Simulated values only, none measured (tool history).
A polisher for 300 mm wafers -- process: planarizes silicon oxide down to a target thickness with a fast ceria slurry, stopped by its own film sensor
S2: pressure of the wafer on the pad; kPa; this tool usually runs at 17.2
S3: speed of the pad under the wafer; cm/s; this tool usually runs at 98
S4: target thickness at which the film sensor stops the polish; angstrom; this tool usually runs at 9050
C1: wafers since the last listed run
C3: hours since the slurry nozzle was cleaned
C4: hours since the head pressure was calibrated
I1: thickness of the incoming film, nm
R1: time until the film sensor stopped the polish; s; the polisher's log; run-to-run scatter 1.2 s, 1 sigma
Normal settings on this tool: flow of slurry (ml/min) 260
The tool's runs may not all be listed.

run 1 day=0 | flow_of_slurry_(ml/min)=260 S2=17.2 S3=98 S4=9050 | C1=0 wafers_polished_on_this_pad=2347 C3=183.9 C4=41.1 | I1=1667.4 | R1=75.7
run 2 day=4.158 | flow_of_slurry_(ml/min)=260 S2=17.2 S3=98 S4=9050 | C1=807 wafers_polished_on_this_pad=3155 C3=283.7 C4=140.9 | I1=1656.6 | R1=75.3
run 3 day=7.479 | flow_of_slurry_(ml/min)=260 S2=17.2 S3=98 S4=9050 | C1=644 wafers_polished_on_this_pad=3800 C3=363.4 C4=220.6 | I1=1664.5 | R1=77.2
run 4 day=9.825 | flow_of_slurry_(ml/min)=260 S2=17.2 S3=98 S4=9050 | C1=455 wafers_polished_on_this_pad=4255 C3=419.7 C4=276.9 | I1=1678.3 | R1=78.7
run 5 day=11.729 | flow_of_slurry_(ml/min)=325 S2=17.2 S3=98 S4=9050 | C1=369 wafers_polished_on_this_pad=4625 C3=465.4 C4=322.6 | I1=1680.5 | R1=80.6
-- day=14.338 worn pad replaced by a new one
run 6 day=15.967 | flow_of_slurry_(ml/min)=325 S2=17.2 S3=98 S4=9050 | C1=790 wafers_polished_on_this_pad=316 C3=567.1 C4=424.3 | I1=1680.3 | R1=72.6
run 7 day=17.996 | flow_of_slurry_(ml/min)=325 S2=17.2 S3=98 S4=9050 | C1=394 wafers_polished_on_this_pad=710 C3=615.8 C4=473 | I1=1671.2 | R1=72.8
run 8 day=20.4 | flow_of_slurry_(ml/min)=260 S2=17.2 S3=98 S4=9050 | C1=466 wafers_polished_on_this_pad=1177 C3=673.5 C4=530.7 | I1=1650.6 | R1=72.6
run 9 day=22.933 | flow_of_slurry_(ml/min)=260 S2=17.2 S3=98 S4=9050 | C1=491 wafers_polished_on_this_pad=1669 C3=734.3 C4=591.5 | I1=1674.4 | R1=76.3
-- day=24.483 slurry nozzle cleaned
run 10 day=25 | flow_of_slurry_(ml/min)=260 S2=17.2 S3=98 S4=9050 | C1=393 wafers_polished_on_this_pad=2062 C3=12.4 C4=641.1 | I1=1652.8 | R1=72.2
-- day=25.592 head pressure recalibrated
run 11 day=34.471 | flow_of_slurry_(ml/min)=260 S2=17.2 S3=98 S4=9050 | C1=1822 wafers_polished_on_this_pad=3885 C3=239.7 C4=213.1 | I1=1665.2 | R1=78.8
run 12 day=37.862 | flow_of_slurry_(ml/min)=260 S2=17.2 S3=98 S4=7670 | C1=658 wafers_polished_on_this_pad=4543 C3=321.1 C4=294.5 | I1=1660.2 | R1=92.8
run 13 day=40.108 | flow_of_slurry_(ml/min)=260 S2=17.2 S3=98 S4=7670 | C1=436 wafers_polished_on_this_pad=4979 C3=375 C4=348.4 | I1=1651.8 | R1=95.5
-- day=42.388 worn pad replaced by a new one
run 14 day=44.592 | flow_of_slurry_(ml/min)=260 S2=20.7 S3=106 S4=9050 | C1=838 wafers_polished_on_this_pad=427 C3=482.6 C4=456 | I1=1659 | R1=57.8
run 15 day=46.15 | flow_of_slurry_(ml/min)=260 S2=20.7 S3=106 S4=9050 | C1=302 wafers_polished_on_this_pad=730 C3=520 C4=493.4 | I1=1666.5 | R1=57.6
run 16 day=48.233 | flow_of_slurry_(ml/min)=260 S2=17.2 S3=98 S4=9050 | C1=404 wafers_polished_on_this_pad=1135 C3=570 C4=543.4 | I1=1689.9 | R1=74.8
-- day=51.312 slurry nozzle cleaned
-- day=52.342 head pressure recalibrated
run 17 day=56.092 | flow_of_slurry_(ml/min)=260 S2=17.2 S3=98 S4=9050 | C1=1501 wafers_polished_on_this_pad=2636 C3=114.7 C4=90 | I1=1662.3 | R1=74.3
run 18 day=59.488 | flow_of_slurry_(ml/min)=260 S2=23.4 S3=114 S4=9050 | C1=659 wafers_polished_on_this_pad=3296 C3=196.2 C4=171.5 | I1=1681 | R1=54.1
run 19 day=62.338 | flow_of_slurry_(ml/min)=210 S2=22.8 S3=72 S4=9050 | C1=553 wafers_polished_on_this_pad=3849 C3=264.6 C4=239.9 | I1=1666 | R1=88
run 20 day=65.933 | flow_of_slurry_(ml/min)=260 S2=12.4 S3=70 S4=10810 | C1=698 wafers_polished_on_this_pad=4547 C3=350.9 C4=326.2 | I1=1668.9 | R1=101.6
-- day=68.071 worn pad replaced by a new one
run 21 day=69.812 | flow_of_slurry_(ml/min)=260 S2=14.5 S3=72 S4=7080 | C1=720 wafers_polished_on_this_pad=338 C3=444 C4=419.3 | I1=1651.5 | R1=129.5
run 22 day=73.525 | flow_of_slurry_(ml/min)=220 S2=17.2 S3=98 S4=8300 | C1=720 wafers_polished_on_this_pad=1059 C3=533.1 C4=508.4 | I1=1670.4 | R1=82.6
-- day=75.967 head pressure recalibrated
run 23 day=76.862 | flow_of_slurry_(ml/min)=260 S2=13.8 S3=78 S4=10930 | C1=631 wafers_polished_on_this_pad=1691 C3=613.2 C4=21.5 | I1=1660.3 | R1=78.3
-- day=78.554 slurry nozzle cleaned
run 24 day=80.242 | flow_of_slurry_(ml/min)=285 S2=17.2 S3=98 S4=7510 | C1=648 wafers_polished_on_this_pad=2339 C3=40.5 C4=102.6 | I1=1669.9 | R1=91.2
run 25 day=84.704 | flow_of_slurry_(ml/min)=200 S2=11 S3=98 S4=10700 | C1=866 wafers_polished_on_this_pad=3205 C3=147.6 C4=209.7 | I1=1671.9 | R1=78.6
run 26 day=88.042 | flow_of_slurry_(ml/min)=260 S2=17.2 S3=98 S4=9050 | C1=648 wafers_polished_on_this_pad=3853 C3=227.7 C4=289.8 | I1=1658.8 | R1=78.7
run 27 day=90.325 | flow_of_slurry_(ml/min)=260 S2=17.2 S3=98 S4=9050 | C1=443 wafers_polished_on_this_pad=4297 C3=282.5 C4=344.6 | I1=1699.3 | R1=78.4
run 28 day=93.942 | flow_of_slurry_(ml/min)=335 S2=17.2 S3=98 S4=8040 | C1=702 wafers_polished_on_this_pad=4999 C3=369.3 C4=431.4 | I1=1672.3 | R1=91.4
-- day=96.392 worn pad replaced by a new one
run 29 day=97.192 | flow_of_slurry_(ml/min)=260 S2=13.8 S3=78 S4=10930 | C1=598 wafers_polished_on_this_pad=155 C3=447.3 C4=509.4 | I1=1655.1 | R1=75
-- day=101.55 head pressure recalibrated
run 30 day=101.571 | flow_of_slurry_(ml/min)=305 S2=17.2 S3=98 S4=9050 | C1=834 wafers_polished_on_this_pad=989 C3=552.4 C4=0.5 | I1=1635.6 | R1=66.9
run 31 day=103.633 | flow_of_slurry_(ml/min)=260 S2=17.2 S3=98 S4=9050 | C1=400 wafers_polished_on_this_pad=1389 C3=601.9 C4=50 | I1=1683 | R1=71.5
run 32 day=106.588 | flow_of_slurry_(ml/min)=260 S2=13.8 S3=78 S4=10930 | C1=573 wafers_polished_on_this_pad=1963 C3=672.8 C4=120.9 | I1=1644.9 | R1=77.7
run 33 day=109.5 | flow_of_slurry_(ml/min)=330 S2=17.2 S3=98 S4=9050 | C1=565 wafers_polished_on_this_pad=2528 C3=742.7 C4=190.8 | I1=1703.1 | R1=74.1
-- day=110.529 slurry nozzle cleaned
run 34 day=111.55 | flow_of_slurry_(ml/min)=325 S2=17.2 S3=98 S4=9050 | C1=389 wafers_polished_on_this_pad=2918 C3=24.5 C4=240 | I1=1699.9 | R1=76.9
run 35 day=115.425 | flow_of_slurry_(ml/min)=325 S2=17.2 S3=98 S4=9050 | C1=752 wafers_polished_on_this_pad=3671 C3=117.5 C4=333 | I1=1643.8 | R1=72.3
-- day=122.779 worn pad replaced by a new one
run 36 day=126.417 | flow_of_slurry_(ml/min)=260 S2=17.2 S3=98 S4=7770 | C1=2101 wafers_polished_on_this_pad=706 C3=381.3 C4=596.8 | I1=1704.1 | R1=84.8

4 ways to go on from here, each from the tool as it stands after run 36. What would each give?
run A day=126.433 | flow_of_slurry_(ml/min)=260 S2=17.2 S3=98 S4=9050 | C1=3 wafers_polished_on_this_pad=709 C3=381.7 C4=597.2 | I1=1668 | R1=?
run B day=126.433 | flow_of_slurry_(ml/min)=260 S2=17.2 S3=98 S4=10710 | C1=3 wafers_polished_on_this_pad=709 C3=381.7 C4=597.2 | I1=1668 | R1=?
run C day=126.433 | flow_of_slurry_(ml/min)=320 S2=17.2 S3=98 S4=9050 | C1=3 wafers_polished_on_this_pad=709 C3=381.7 C4=597.2 | I1=1668 | R1=?
run D day=126.433 | flow_of_slurry_(ml/min)=260 S2=13.8 S3=114 S4=10230 | C1=3 wafers_polished_on_this_pad=709 C3=381.7 C4=597.2 | I1=1668 | R1=?

run=A R1=70.9
run=B R1=55.5
run=C R1=70
run=D R1=58.6
Without the tool's hidden state the same runs would have given:
run=A R1=69.5
run=B R1=54.4
run=C R1=68.6
run=D R1=57.4

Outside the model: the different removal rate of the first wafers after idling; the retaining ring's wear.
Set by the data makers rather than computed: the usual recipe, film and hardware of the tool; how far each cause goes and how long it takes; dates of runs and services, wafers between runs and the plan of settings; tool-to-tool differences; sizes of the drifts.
